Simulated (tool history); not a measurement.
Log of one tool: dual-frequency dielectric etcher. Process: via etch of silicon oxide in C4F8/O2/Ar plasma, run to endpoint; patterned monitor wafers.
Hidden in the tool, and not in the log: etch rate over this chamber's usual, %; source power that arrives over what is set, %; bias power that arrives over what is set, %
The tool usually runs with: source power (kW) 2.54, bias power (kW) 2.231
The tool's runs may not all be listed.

run	hour	source power (kW)	bias power (kW)	wafers since the last listed run	hours since the last wet clean	hours since the last source power generator calibration	hours since the last bias power generator calibration	hours since the last upper electrode change	incoming incoming film thickness, nm	endpoint time (s)
1	0	2.54	2.231	0	345.5	3739.5	1517.4	3852.9	777.4	126.9
2	17	2.54	2.231	108	362.5	3756.5	1534.4	3869.9	781.3	127.2
3	32.4	2.54	2.524	98	377.9	3771.9	1549.8	3885.3	775.2	122.7
4	41.1	2.54	2.231	55	386.6	3780.6	1558.5	3894	781	126.5
5	51.9	2.54	2.231	69	397.4	3791.4	1569.3	3904.8	773.8	125.8
6	68.4	2.54	2.231	105	413.9	3807.9	1585.8	3921.3	769.8	124.3
7	75	2.54	1.853	42	420.5	3814.5	1592.4	3927.9	771.8	129.7
8	88.4	2.54	2.436	85	433.9	3827.9	1605.8	3941.3	774.5	122.5
9	98.7	2.54	2.436	65	444.2	3838.2	1616.1	3951.6	770.4	122.2
# hour 125.1: wet clean of the chamber
10	125.6	2.54	2.436	18	0.5	3865.1	1643	3978.5	782	129.2
11	126	2.99	2.457	2	0.9	3865.5	1643.4	3978.9	782.3	121.1
12	126.7	2.99	2.457	4	1.6	3866.2	1644.1	3979.6	763.9	118.5
13	140.5	2.99	2.457	88	15.4	3880	1657.9	3993.4	777.8	122.1
# hour 165.3: upper electrode replaced, of another model than before
14	165.8	2.54	2.231	8	40.7	3905.3	1683.2	0.5	770.8	129.2
15	166.2	2.54	2.231	2	41.1	3905.7	1683.6	0.9	770.1	128.7
16	176.5	2.54	2.231	65	51.4	3916	1693.9	11.2	775.3	131
17	187.1	2.54	2.231	67	62	3926.6	1704.5	21.8	776	129.8
# hour 194.8: bias power generator calibrated
18	195.3	1.95	1.785	26	70.2	3934.8	0.5	30	773.1	160.8
19	200.4	1.94	2.532	32	75.3	3939.9	5.6	35.1	767.6	151.4
20	208.6	2.07	2.742	52	83.5	3948.1	13.8	43.3	781.8	143.3
21	224	2.54	2.061	98	98.9	3963.5	29.2	58.7	774.3	130.8
22	235.3	2.54	2.231	72	110.2	3974.8	40.5	70	772.4	129.3
# hour 244.2: source power generator calibrated
23	252.2	2.54	2.231	82	127.1	8	57.4	86.9	769.3	129
24	268	2.54	2.231	101	142.9	23.8	73.2	102.7	776.7	130.8
25	286	2.17	2.429	115	160.9	41.8	91.2	120.7	770	140.3
26	292.8	2.54	2.69	43	167.7	48.6	98	127.5	775.5	125.7
27	303.4	2.71	2.646	67	178.3	59.2	108.6	138.1	779.1	120.3
28	315	3.03	2.574	74	189.9	70.8	120.2	149.7	765.9	111.1
29	329.6	2.22	1.877	93	204.5	85.4	134.8	164.3	772.4	142.3
30	351.9	2.54	2.765	142	226.8	107.7	157.1	186.6	788.1	125.9
31	361.1	2.54	2.231	58	236	116.9	166.3	195.8	777.7	128.5
32	376.5	2.54	2.231	98	251.4	132.3	181.7	211.2	784.1	129.2
33	383.2	2.38	2.487	42	258.1	139	188.4	217.9	783	132.2
34	390	2.26	2.231	43	264.9	145.8	195.2	224.7	770.9	136.6
35	407.8	2.94	2.413	113	282.7	163.6	213	242.5	778.9	115.2

What was the tool's hidden state at every run in the log?
source power that arrives over what is set, %: 0 at every run
bias power that arrives over what is set, %: 0 at every run
H1: etch rate over this chamber's usual, %
run	H1
1	3.13
2	3.29
3	3.43
4	3.52
5	3.62
6	3.77
7	3.84
8	3.96
9	4.06
10	-0.45
11	-0.446
12	-0.44
13	-0.31
14	-0.071
15	-0.0672
16	0.0299
17	0.13
18	0.207
19	0.255
20	0.333
21	0.478
22	0.584
23	0.744
24	0.893
25	1.06
26	1.13
27	1.23
28	1.34
29	1.47
30	1.68
31	1.77
32	1.92
33	1.98
34	2.04
35	2.21
